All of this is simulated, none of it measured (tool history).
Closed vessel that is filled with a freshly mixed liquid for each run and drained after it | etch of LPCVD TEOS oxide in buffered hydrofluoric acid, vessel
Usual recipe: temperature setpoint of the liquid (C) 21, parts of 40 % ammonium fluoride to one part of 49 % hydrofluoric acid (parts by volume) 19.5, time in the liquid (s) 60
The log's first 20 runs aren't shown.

| run | day | temperature setpoint of the liquid (C) | parts of 40 % ammonium fluoride to one part of 49 % hydrofluoric acid (parts by volume) | time in the liquid (s) | read-back film thickness of the LPCVD TEOS oxide reference wafer, read on the same gauge (nm) | thickness taken off the LPCVD TEOS oxide on a monitor wafer (nm) |
|---|---|---|---|---|---|---|
| 21 | 41.054 | 18.5 | 19.5 | 60 | 100 | 45.61 |
| 22 | 42.483 | 21 | 19.5 | 60 | 100 | 52.6 |
| 23 | 44.921 | 21 | 16 | 60 | 100.01 | 63.81 |
| 24 | 47.171 | 17 | 19.5 | 60 | 100 | 41.84 |
| 25 | 49.133 | 21 | 19.5 | 80 | 100 | 70.52 |
| 26 | 50.492 | 21 | 19.5 | 60 | 99.96 | 52.94 |
|  | 51.646 | hydrofluoric acid flow meter replaced |
| 27 | 53.338 | 25.5 | 19.5 | 30 | 100 | 34 |
| 28 | 55.842 | 18.5 | 14.5 | 60 | 99.99 | 61.98 |
| 29 | 58.771 | 21 | 19.5 | 40 | 99.99 | 35.67 |
| 30 | 65.017 | 21 | 14.5 | 60 | 100.01 | 71.38 |
| 31 | 66.196 | 22.5 | 11.5 | 45 | 100.05 | 73.53 |
| 32 | 68.067 | 21 | 19.5 | 40 | 100.03 | 35.72 |
| 33 | 69.412 | 19.5 | 19.5 | 70 | 99.99 | 57.49 |
| 34 | 72.271 | 21 | 15.5 | 30 | 100 | 33.79 |

Here are 3 independent what-if runs from the current tool condition. What would each one return?
| A | 72.3 | 21 | 19.5 | 60 | ? | ? |
| B | 72.3 | 24.5 | 26.5 | 30 | ? | ? |
| C | 72.3 | 25.5 | 17 | 45 | ? | ? |

| run | read-back film thickness of the LPCVD TEOS oxide reference wafer, read on the same gauge (nm) | thickness taken off the LPCVD TEOS oxide on a monitor wafer (nm) |
|---|---|---|
| A | 99.98 | 53.59 |
| B | 99.98 | 26.1 |
| C | 99.98 | 58.85 |
Without the tool's hidden state the same runs would have given:
| run | thickness taken off the LPCVD TEOS oxide on a monitor wafer (nm) |
|---|---|
| A | 51.14 |
| B | 24.93 |
| C | 56.24 |
